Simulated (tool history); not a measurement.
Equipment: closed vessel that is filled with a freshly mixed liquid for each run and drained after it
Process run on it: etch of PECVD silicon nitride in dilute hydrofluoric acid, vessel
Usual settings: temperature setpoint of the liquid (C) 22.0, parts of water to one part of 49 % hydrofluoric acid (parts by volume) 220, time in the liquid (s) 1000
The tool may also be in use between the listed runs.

run	hour	temperature setpoint of the liquid (C)	parts of water to one part of 49 % hydrofluoric acid (parts by volume)	time in the liquid (s)	wafers since the last listed run	hours since the thermometer was replaced	hours since the hydrofluoric acid flow meter was replaced	hours since the gauge calibration	read-back film thickness of the PECVD silicon nitride reference wafer, read on the same gauge (nm)	thickness taken off the PECVD silicon nitride on a monitor wafer (angstrom)
1	0.0	22.0	220	1000	0	1168.5	1772.2	1196.8	100.02	244.7
2	35.2	22.0	220	1000	2340	1203.7	1807.4	1232.0	99.97	246.6
3	98.9	22.0	220	1000	4235	1267.4	1871.1	1295.7	100.03	245.4
4	122.8	22.0	220	1000	1589	1291.3	1895.0	1319.6	99.99	250.4
5	157.0	22.0	220	1000	2273	1325.5	1929.2	1353.8	99.99	250.4
# hour 160.5: thermometer replaced
6	176.8	20.0	220	540	1249	16.3	1949.0	1373.6	100.02	125.6
7	202.8	20.0	220	540	1728	42.3	1975.0	1399.6	100.00	126.8
8	233.9	23.5	170	740	2067	73.4	2006.1	1430.7	100.02	277.7
# hour 265.8: hydrofluoric acid flow meter replaced
9	275.2	20.0	155	1000	2679	114.7	9.4	1472.0	100.03	329.8
10	287.6	24.5	220	1000	824	127.1	21.8	1484.4	100.02	307.3
11	312.1	22.0	220	1000	1628	151.6	46.3	1508.9	99.97	264.4
# hour 373.1: thermometer replaced, repeated, since the last time left the tool worse
12	417.3	24.5	130	1475	6927	44.2	151.5	1614.1	100.01	636.9
13	431.7	17.5	320	1475	957	58.6	165.9	1628.5	100.01	170.3
# hour 441.0: gauge calibrated
14	463.4	18.5	165	1000	2107	90.3	197.6	22.4	100.02	233.0
15	486.5	23.5	325	620	1535	113.4	220.7	45.5	99.99	105.2
16	513.1	22.0	220	1000	1768	140.0	247.3	72.1	100.01	221.4
17	536.7	22.0	220	1495	1569	163.6	270.9	95.7	100.01	341.7
18	550.8	25.0	155	805	937	177.7	285.0	109.8	100.02	313.1
19	584.9	25.5	190	1325	2267	211.8	319.1	143.9	100.00	436.8
20	611.3	22.0	220	1190	1755	238.2	345.5	170.3	100.02	264.2
21	641.6	25.0	325	1405	2014	268.5	375.8	200.6	99.98	260.5
22	667.9	22.0	285	580	1748	294.8	402.1	226.9	99.98	103.4
23	694.5	22.0	220	1000	1768	321.4	428.7	253.5	100.01	228.3
24	708.6	20.0	220	1000	937	335.5	442.8	267.6	100.03	200.7
25	740.2	17.5	220	1550	2101	367.1	474.4	299.2	99.98	264.0

Run 26, settings as shown, results not yet in. Your forecast:
26	759.5	25.5	220	1000	1283	386.4	493.7	318.5	?	?

{"run 26": {"read-back film thickness of the PECVD silicon nitride reference wafer, read on the same gauge (nm)": 100.0, "thickness taken off the PECVD silicon nitride on a monitor wafer (angstrom)": 285.9}}
Take away the tool's hidden state, keep the run-to-run variation as it was, and the same run would have given thickness taken off the PECVD silicon nitride on a monitor wafer (angstrom) 275.3.
